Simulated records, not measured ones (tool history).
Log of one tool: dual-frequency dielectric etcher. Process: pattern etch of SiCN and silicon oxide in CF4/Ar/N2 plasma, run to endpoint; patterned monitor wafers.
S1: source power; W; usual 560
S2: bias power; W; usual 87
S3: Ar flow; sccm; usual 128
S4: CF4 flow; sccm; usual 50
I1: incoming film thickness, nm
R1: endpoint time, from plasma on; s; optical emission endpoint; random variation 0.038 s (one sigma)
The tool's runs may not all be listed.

| run | hour | S1 | S2 | S3 | S4 | I1 | R1 |
|---|---|---|---|---|---|---|---|
| 1 | 0.0 | 560 | 87 | 128 | 50 | 12.43 | 11.8 |
|  | 29.4 | wet clean of the chamber |
| 2 | 34.2 | 560 | 87 | 128 | 50 | 12.44 | 11.8 |
| 3 | 46.9 | 560 | 87 | 128 | 50 | 12.48 | 11.8 |
|  | 57.2 | Ar flow controller replaced |
| 4 | 71.6 | 560 | 87 | 128 | 50 | 12.55 | 11.9 |
| 5 | 93.2 | 560 | 87 | 128 | 50 | 12.73 | 12.0 |
|  | 158.6 | bias power generator calibrated |
|  | 163.7 | upper electrode replaced |
| 6 | 181.8 | 560 | 87 | 141 | 59 | 12.35 | 11.4 |
|  | 206.5 | CF4 flow controller replaced |
| 7 | 211.0 | 560 | 87 | 141 | 59 | 12.40 | 11.5 |
| 8 | 229.7 | 700 | 96 | 157 | 43 | 12.46 | 9.7 |
| 9 | 243.8 | 560 | 96 | 128 | 50 | 12.46 | 11.1 |
| 10 | 271.5 | 560 | 87 | 128 | 54 | 12.50 | 11.5 |
| 11 | 296.0 | 560 | 81 | 149 | 59 | 12.53 | 12.1 |
| 12 | 321.9 | 560 | 87 | 156 | 42 | 12.61 | 12.9 |
|  | 330.7 | source power generator calibrated |
| 13 | 336.9 | 430 | 87 | 113 | 50 | 12.38 | 15.5 |
| 14 | 363.9 | 560 | 87 | 155 | 50 | 12.52 | 12.9 |
| 15 | 380.3 | 560 | 87 | 128 | 50 | 12.46 | 12.4 |
| 16 | 397.0 | 560 | 87 | 128 | 50 | 12.44 | 12.3 |
|  | 437.9 | wet clean of the chamber |
| 17 | 438.4 | 440 | 87 | 149 | 50 | 12.38 | 16.0 |
| 18 | 442.7 | 560 | 87 | 128 | 50 | 12.46 | 12.3 |
| 19 | 539.6 | 560 | 78 | 159 | 50 | 12.46 | 13.7 |
| 20 | 559.5 | 560 | 107 | 158 | 55 | 12.48 | 11.1 |
| 21 | 578.7 | 560 | 87 | 156 | 44 | 12.48 | 13.3 |
| 22 | 600.9 | 560 | 102 | 128 | 42 | 12.57 | 11.8 |
| 23 | 615.1 | 490 | 65 | 110 | 60 | 12.36 | 15.4 |

Forecast each of these 5 alternatives for the next run:
| A | 615.5 | 560 | 87 | 128 | 50 | 12.62 | ? |
| B | 615.5 | 680 | 87 | 120 | 62 | 12.62 | ? |
| C | 615.5 | 560 | 106 | 128 | 41 | 12.62 | ? |
| D | 615.5 | 420 | 87 | 128 | 50 | 12.62 | ? |
| E | 615.5 | 430 | 99 | 128 | 50 | 12.62 | ? |

| run | R1 |
|---|---|
| A | 12.4 |
| B | 9.7 |
| C | 11.6 |
| D | 16.5 |
| E | 14.9 |
Without the tool's hidden state the same runs would have given:
| run | R1 |
|---|---|
| A | 12.5 |
| B | 9.7 |
| C | 11.6 |
| D | 16.5 |
| E | 14.9 |
